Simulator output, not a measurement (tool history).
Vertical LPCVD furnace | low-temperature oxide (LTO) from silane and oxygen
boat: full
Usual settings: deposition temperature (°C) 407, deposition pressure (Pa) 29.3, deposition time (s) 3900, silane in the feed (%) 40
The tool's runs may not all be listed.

run    hour  deposition temperature (°C)  deposition pressure (Pa)  deposition time (s)  silane in the feed (%)  wafers since the last listed run  hours since the last temperature calibration  hours since the pressure gauge was zeroed  hours since the silane flow controller was replaced  hours since the gauge calibration  read-back reference wafer on the same gauge, thickness  film thickness on the monitor wafer in the middle of the boat (Å)
  1       0                          407                      29.3                 3900                      36                                 0                                        2774.6                                     2592.1                                               3553.3                              536.8                                                  691.68                                                             6176.9
  2    82.4                          407                      29.3                 3900                      40                              1341                                          2857                                     2674.5                                               3635.7                              619.2                                                  692.11                                                             6946.1
  3   180.6                          407                      29.3                 3900                      40                              1598                                        2955.2                                     2772.7                                               3733.9                              717.4                                                  691.95                                                             6986.2
  4     243                          407                      29.3                 3900                      40                              1015                                        3017.6                                     2835.1                                               3796.3                              779.8                                                  692.18                                                             6993.5
  5   343.8                          407                      29.3                 3900                      40                              1640                                        3118.4                                     2935.9                                               3897.1                              880.6                                                  692.38                                                             6971.2
  6   420.1                          407                      29.3                 3900                      40                              1242                                        3194.7                                     3012.2                                               3973.4                              956.9                                                  691.91                                                             6941.2
  7   527.3                          407                        26                 3900                      40                              1745                                        3301.9                                     3119.4                                               4080.6                             1064.1                                                  692.51                                                             6080.8
  8   598.1                          407                        26                 3900                      40                              1152                                        3372.7                                     3190.2                                               4151.4                             1134.9                                                  691.81                                                             6091.2
  9   681.6                          407                      29.3                 3900                      40                              1359                                        3456.2                                     3273.7                                               4234.9                             1218.4                                                   691.9                                                             6958.2
 10     718                          407                      29.3                 2790                      40                               592                                        3492.6                                     3310.1                                               4271.3                             1254.8                                                  691.08                                                             4933.9
 11   788.5                          407                      29.3                 2790                      40                              1147                                        3563.1                                     3380.6                                               4341.8                             1325.3                                                  691.79                                                             4911.2
 12   848.6                          407                      29.3                 3900                      43                               978                                        3623.2                                     3440.7                                               4401.9                             1385.4                                                  691.91                                                             7370.6
      875.7  -- gauge calibrated
      907.2  -- thermocouples replaced and temperature profile calibrated
        909  -- pressure gauge zeroed
 13   930.9                          407                      29.3                 3900                      37                               919                                          23.7                                       21.9                                               4484.2                               55.2                                                  691.91                                                             6507.8
 14   994.3                          407                      29.3                 3900                      37                              1032                                          87.1                                       85.3                                               4547.6                              118.6                                                  692.34                                                             6501.4
 15  1068.1                          407                      29.3                 3900                      37                              1201                                         160.9                                      159.1                                               4621.4                              192.4                                                  691.61                                                             6560.1
 16    1132                          416                      29.3                 5280                      40                              1040                                         224.8                                        223                                               4685.3                              256.3                                                  692.72                                                            10606.8
 17    1220                          407                      29.3                 3900                      40                              1432                                         312.8                                        311                                               4773.3                              344.3                                                  692.33                                                             7165.4
 18  1306.6                          396                      29.3                 3030                      40                              1409                                         399.4                                      397.6                                               4859.9                              430.9                                                  692.24                                                             4946.9
     1359.7  -- silane flow controller replaced
 19  1360.2                          407                      33.3                 3900                      40                               481                                           453                                      451.2                                                  0.5                              484.5                                                  691.36                                                             7875.3
 20  1402.6                          397                      29.3                 5160                      40                               690                                         495.4                                      493.6                                                 42.9                              526.9                                                  691.75                                                             8179.6
 21    1499                          399                      29.3                 3900                      40                              1569                                         591.8                                        590                                                139.3                              623.3                                                  692.35                                                             6342.4
 22    1576                          402                      29.3                 3900                      40                              1253                                         668.8                                        667                                                216.3                              700.3                                                  691.67                                                             6539.8
 23  1628.3                          407                      29.3                 4680                      40                               851                                         721.1                                      719.3                                                268.6                              752.6                                                  692.08                                                             8323.9
 24  1712.3                          397                      29.3                 3900                      37                              1367                                         805.1                                      803.3                                                352.6                              836.6                                                  692.25                                                             5667.5
 25    1755                          407                      29.3                 3900                      40                               695                                         847.8                                        846                                                395.3                              879.3                                                  692.14                                                             6964.3
 26  1822.6                          407                      29.3                 3900                      37                              1100                                         915.4                                      913.6                                                462.9                              946.9                                                   691.2                                                               6335
 27  1929.9                          407                      29.3                 3390                      40                              1746                                        1022.7                                     1020.9                                                570.2                             1054.2                                                  691.93                                                               6054
 28    1978                          407                      29.3                 3900                      46                               782                                        1070.8                                       1069                                                618.3                             1102.3                                                  691.17                                                             8033.6
 29  2034.3                          417                      31.3                 2730                      40                               916                                        1127.1                                     1125.3                                                674.6                             1158.6                                                  692.24                                                             5780.1
 30  2071.3                          412                        32                 2940                      44                               602                                        1164.1                                     1162.3                                                711.6                             1195.6                                                  691.83                                                             6646.9

What the log doesn't show, run by run:
true tube temperature minus thermocouple reading, K: 0 in every run
gauge reads high (%): 0 in every run
H1: true pressure minus gauge reading, mTorr
H2: deviation of the silane flow from its setpoint, %
run      H1     H2
  1   -5.39   5.61
  2   -5.76   5.65
  3   -6.23    5.7
  4   -6.53   5.73
  5   -7.03   5.77
  6   -7.43    5.8
  7      -8   5.84
  8   -8.38   5.87
  9   -8.85   5.89
 10   -9.06   5.91
 11   -9.47   5.93
 12   -9.82   5.95
 13  -0.998   5.97
 14      -1   5.99
 15   -1.02   6.01
 16   -1.04   6.03
 17   -1.08   6.05
 18   -1.13   6.08
 19   -1.17   0.58
 20   -1.21  0.724
 21    -1.3   1.04
 22   -1.38   1.28
 23   -1.45   1.44
 24   -1.56   1.68
 25   -1.62    1.8
 26   -1.72   1.99
 27    -1.9   2.27
 28   -1.99   2.39
 29   -2.09   2.52
 30   -2.17   2.61
